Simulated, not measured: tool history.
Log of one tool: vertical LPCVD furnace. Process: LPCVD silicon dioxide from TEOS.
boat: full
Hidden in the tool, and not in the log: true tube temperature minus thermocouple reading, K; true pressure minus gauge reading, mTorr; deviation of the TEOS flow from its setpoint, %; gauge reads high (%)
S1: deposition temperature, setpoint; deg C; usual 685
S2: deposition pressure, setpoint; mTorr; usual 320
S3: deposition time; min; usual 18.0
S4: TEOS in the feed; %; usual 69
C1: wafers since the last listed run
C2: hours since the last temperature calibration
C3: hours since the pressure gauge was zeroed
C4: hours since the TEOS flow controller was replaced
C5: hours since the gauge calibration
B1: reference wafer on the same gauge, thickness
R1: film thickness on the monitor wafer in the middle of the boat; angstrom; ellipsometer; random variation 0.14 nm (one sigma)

run 1 hour=0.0 | S1=685 S2=320 S3=18.0 S4=69 | C1=0 C2=2072.1 C3=3412.6 C4=5302.5 C5=188.2 | B1=77.30 | R1=952.5
run 2 hour=24.0 | S1=685 S2=320 S3=18.0 S4=69 | C1=442 C2=2096.1 C3=3436.6 C4=5326.5 C5=212.2 | B1=77.31 | R1=951.2
run 3 hour=41.3 | S1=685 S2=320 S3=18.0 S4=69 | C1=318 C2=2113.4 C3=3453.9 C4=5343.8 C5=229.5 | B1=77.29 | R1=953.6
run 4 hour=54.3 | S1=685 S2=350 S3=18.0 S4=69 | C1=239 C2=2126.4 C3=3466.9 C4=5356.8 C5=242.5 | B1=77.29 | R1=995.3
run 5 hour=74.4 | S1=685 S2=320 S3=16.5 S4=69 | C1=370 C2=2146.5 C3=3487.0 C4=5376.9 C5=262.6 | B1=77.29 | R1=872.9
run 6 hour=101.3 | S1=685 S2=320 S3=16.5 S4=69 | C1=495 C2=2173.4 C3=3513.9 C4=5403.8 C5=289.5 | B1=77.29 | R1=872.7
run 7 hour=136.2 | S1=685 S2=320 S3=18.0 S4=69 | C1=642 C2=2208.3 C3=3548.8 C4=5438.7 C5=324.4 | B1=77.29 | R1=951.7
run 8 hour=167.6 | S1=685 S2=320 S3=18.0 S4=69 | C1=578 C2=2239.7 C3=3580.2 C4=5470.1 C5=355.8 | B1=77.28 | R1=953.5
run 9 hour=263.3 | S1=685 S2=320 S3=18.0 S4=69 | C1=1762 C2=2335.4 C3=3675.9 C4=5565.8 C5=451.5 | B1=77.31 | R1=954.9
run 10 hour=285.1 | S1=685 S2=320 S3=18.0 S4=69 | C1=401 C2=2357.2 C3=3697.7 C4=5587.6 C5=473.3 | B1=77.31 | R1=952.2
-- hour=313.1 TEOS flow controller replaced
run 11 hour=313.6 | S1=685 S2=320 S3=18.0 S4=69 | C1=82 C2=2385.7 C3=3726.2 C4=0.5 C5=501.8 | B1=77.28 | R1=953.9
run 12 hour=329.2 | S1=685 S2=360 S3=13.5 S4=69 | C1=287 C2=2401.3 C3=3741.8 C4=16.1 C5=517.4 | B1=77.30 | R1=759.4
run 13 hour=354.6 | S1=685 S2=320 S3=16.0 S4=58 | C1=467 C2=2426.7 C3=3767.2 C4=41.5 C5=542.8 | B1=77.27 | R1=778.1
-- hour=362.9 gauge calibrated
run 14 hour=379.3 | S1=688 S2=280 S3=15.5 S4=79 | C1=454 C2=2451.4 C3=3791.9 C4=66.2 C5=16.4 | B1=77.33 | R1=883.2
-- hour=414.7 pressure gauge zeroed
-- hour=414.8 thermocouples replaced and temperature profile calibrated
run 15 hour=415.2 | S1=685 S2=320 S3=18.0 S4=69 | C1=217 C2=0.4 C3=0.5 C4=102.1 C5=52.3 | B1=77.30 | R1=912.7
run 16 hour=429.9 | S1=676 S2=320 S3=13.0 S4=69 | C1=270 C2=15.1 C3=15.2 C4=116.8 C5=67.0 | B1=77.30 | R1=531.9
run 17 hour=446.0 | S1=685 S2=355 S3=18.0 S4=69 | C1=296 C2=31.2 C3=31.3 C4=132.9 C5=83.1 | B1=77.31 | R1=965.5
run 18 hour=475.9 | S1=685 S2=320 S3=18.0 S4=69 | C1=550 C2=61.1 C3=61.2 C4=162.8 C5=113.0 | B1=77.31 | R1=916.3
run 19 hour=508.8 | S1=685 S2=320 S3=18.0 S4=73 | C1=605 C2=94.0 C3=94.1 C4=195.7 C5=145.9 | B1=77.33 | R1=944.5
run 20 hour=528.4 | S1=685 S2=320 S3=25.0 S4=69 | C1=361 C2=113.6 C3=113.7 C4=215.3 C5=165.5 | B1=77.31 | R1=1280.7
run 21 hour=540.8 | S1=676 S2=290 S3=25.0 S4=77 | C1=228 C2=126.0 C3=126.1 C4=227.7 C5=177.9 | B1=77.30 | R1=1033.5
run 22 hour=574.3 | S1=685 S2=320 S3=13.5 S4=60 | C1=617 C2=159.5 C3=159.6 C4=261.2 C5=211.4 | B1=77.28 | R1=646.3

4 ways to go on from here, each from the tool as it stands after run 22. What would each give?
run A hour=578.2 | S1=685 S2=320 S3=21.5 S4=69 | C1=71 C2=163.4 C3=163.5 C4=265.1 C5=215.3 | B1=? | R1=?
run B hour=578.2 | S1=685 S2=285 S3=22.5 S4=62 | C1=71 C2=163.4 C3=163.5 C4=265.1 C5=215.3 | B1=? | R1=?
run C hour=578.2 | S1=696 S2=320 S3=18.0 S4=69 | C1=71 C2=163.4 C3=163.5 C4=265.1 C5=215.3 | B1=? | R1=?
run D hour=578.2 | S1=685 S2=320 S3=18.0 S4=79 | C1=71 C2=163.4 C3=163.5 C4=265.1 C5=215.3 | B1=? | R1=?

run=A B1=77.32 R1=1105.5
run=B B1=77.32 R1=1035.0
run=C B1=77.32 R1=1201.0
run=D B1=77.32 R1=990.3
Without the tool's hidden state the same runs would have given:
run=A R1=1085.1
run=B R1=1015.8
run=C R1=1179.3
run=D R1=972.0
